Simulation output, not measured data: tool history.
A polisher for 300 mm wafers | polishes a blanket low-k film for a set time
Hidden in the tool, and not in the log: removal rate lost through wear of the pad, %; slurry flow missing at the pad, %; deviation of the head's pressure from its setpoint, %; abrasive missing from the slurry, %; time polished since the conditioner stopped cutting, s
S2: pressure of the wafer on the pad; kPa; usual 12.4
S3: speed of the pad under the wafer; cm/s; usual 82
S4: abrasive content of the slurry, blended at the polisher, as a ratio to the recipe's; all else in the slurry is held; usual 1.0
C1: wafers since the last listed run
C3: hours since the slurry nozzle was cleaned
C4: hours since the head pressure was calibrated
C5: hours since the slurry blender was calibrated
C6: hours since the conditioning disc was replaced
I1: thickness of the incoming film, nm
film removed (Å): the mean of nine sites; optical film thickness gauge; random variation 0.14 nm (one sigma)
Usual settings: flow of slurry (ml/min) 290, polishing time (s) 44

Run 1, hour 0.0: usual settings but S4 0.9; C1 0; wafers polished on this pad 387; C3 323.6; C4 772.6; C5 244.4; C6 137.6; I1 713.5. Result: film removed (Å) 142.
At hour 4.2: slurry blender recalibrated.
Run 2, hour 61.0: usual settings but polishing time (s) 50; C1 526; wafers polished on this pad 914; C3 384.6; C4 833.6; C5 56.8; C6 198.6; I1 711.4. Result: film removed (Å) 170.
At hour 123.3: head pressure recalibrated.
Run 3, hour 123.8: usual settings but polishing time (s) 50; C1 542; wafers polished on this pad 1456; C3 447.4; C4 0.5; C5 119.6; C6 261.4; I1 703.8. Result: film removed (Å) 173.
At hour 161.7: conditioning disc replaced and pad reconditioned.
Run 4, hour 171.1: usual settings but polishing time (s) 50; C1 404; wafers polished on this pad 1860; C3 494.7; C4 47.8; C5 166.9; C6 9.4; I1 718.6. Result: film removed (Å) 172.
At hour 188.8: slurry nozzle cleaned.
Run 5, hour 200.0: usual settings; C1 248; wafers polished on this pad 2109; C3 11.2; C4 76.7; C5 195.8; C6 38.3; I1 705.4. Result: film removed (Å) 150.
At hour 225.5: worn pad replaced by a new one.
At hour 269.3: slurry blender recalibrated.
Run 6, hour 304.1: usual settings; C1 875; wafers polished on this pad 683; C3 115.3; C4 180.8; C5 34.8; C6 142.4; I1 700.8. Result: film removed (Å) 153.
Run 7, hour 348.8: usual settings; C1 398; wafers polished on this pad 1082; C3 160.0; C4 225.5; C5 79.5; C6 187.1; I1 711.3. Result: film removed (Å) 151.
Run 8, hour 380.8: usual settings but flow of slurry (ml/min) 360; C1 285; wafers polished on this pad 1367; C3 192.0; C4 257.5; C5 111.5; C6 219.1; I1 705.9. Result: film removed (Å) 153.
Run 9, hour 407.6: usual settings but polishing time (s) 51; C1 239; wafers polished on this pad 1607; C3 218.8; C4 284.3; C5 138.3; C6 245.9; I1 712.4. Result: film removed (Å) 175.
At hour 428.4: conditioning disc replaced and pad reconditioned.
At hour 500.5: worn pad replaced by a new one.
At hour 535.2: slurry blender recalibrated.
Run 10, hour 589.4: usual settings but polishing time (s) 51; C1 1550; wafers polished on this pad 774; C3 400.6; C4 466.1; C5 54.2; C6 161.0; I1 708.6. Result: film removed (Å) 174.
Run 11, hour 633.1: usual settings but polishing time (s) 51; C1 389; wafers polished on this pad 1164; C3 444.3; C4 509.8; C5 97.9; C6 204.7; I1 705.7. Result: film removed (Å) 174.
Run 12, hour 675.0: usual settings; C1 373; wafers polished on this pad 1538; C3 486.2; C4 551.7; C5 139.8; C6 246.6; I1 720.9. Result: film removed (Å) 151.
At hour 701.0: conditioning disc replaced and pad reconditioned.
Run 13, hour 701.5: usual settings but S3 62 cm/s; C1 218; wafers polished on this pad 1757; C3 512.7; C4 578.2; C5 166.3; C6 0.5; I1 710.5. Result: film removed (Å) 123.
At hour 751.5: worn pad replaced by a new one.
Run 14, hour 755.3: usual settings but S3 102 cm/s; C1 444; wafers polished on this pad 34; C3 566.5; C4 632.0; C5 220.1; C6 54.3; I1 709.6. Result: film removed (Å) 178.
At hour 773.8: slurry blender recalibrated.
At hour 798.1: slurry nozzle cleaned.
Run 15, hour 806.0: usual settings; C1 425; wafers polished on this pad 459; C3 7.9; C4 682.7; C5 32.2; C6 105.0; I1 709.6. Result: film removed (Å) 150.
Run 16, hour 840.4: usual settings; C1 306; wafers polished on this pad 766; C3 42.3; C4 717.1; C5 66.6; C6 139.4; I1 702.7. Result: film removed (Å) 151.
At hour 892.4: head pressure recalibrated.
Run 17, hour 892.9: usual settings but flow of slurry (ml/min) 195, S3 64 cm/s, polishing time (s) 36; C1 450; wafers polished on this pad 1217; C3 94.8; C4 0.5; C5 119.1; C6 191.9; I1 718.1. Result: film removed (Å) 98.
Run 18, hour 923.1: usual settings; C1 269; wafers polished on this pad 1486; C3 125.0; C4 30.7; C5 149.3; C6 222.1; I1 699.4. Result: film removed (Å) 149.
At hour 952.1: conditioning disc replaced and pad reconditioned.
Run 19, hour 964.0: usual settings but S4 1.1; C1 347; wafers polished on this pad 1833; C3 165.9; C4 71.6; C5 190.2; C6 11.9; I1 721.0. Result: film removed (Å) 157.
Run 20, hour 996.9: usual settings but S2 16.5 kPa, S4 0.9; C1 293; wafers polished on this pad 2127; C3 198.8; C4 104.5; C5 223.1; C6 44.8; I1 707.3. Result: film removed (Å) 189.

The next listed run, before its measurement:
At hour 1016.3: slurry blender recalibrated.
At hour 1024.9: worn pad replaced by a new one.
Run 21, hour 1025.9: usual settings but polishing time (s) 50; C1 205; wafers polished on this pad 9; C3 227.8; C4 133.5; C5 9.6; C6 73.8; I1 714.3. Result: film removed (Å) ?.

Run 21 gave film removed (Å) 172.
Without the tool's hidden state the same run would have given film removed (Å) 172.
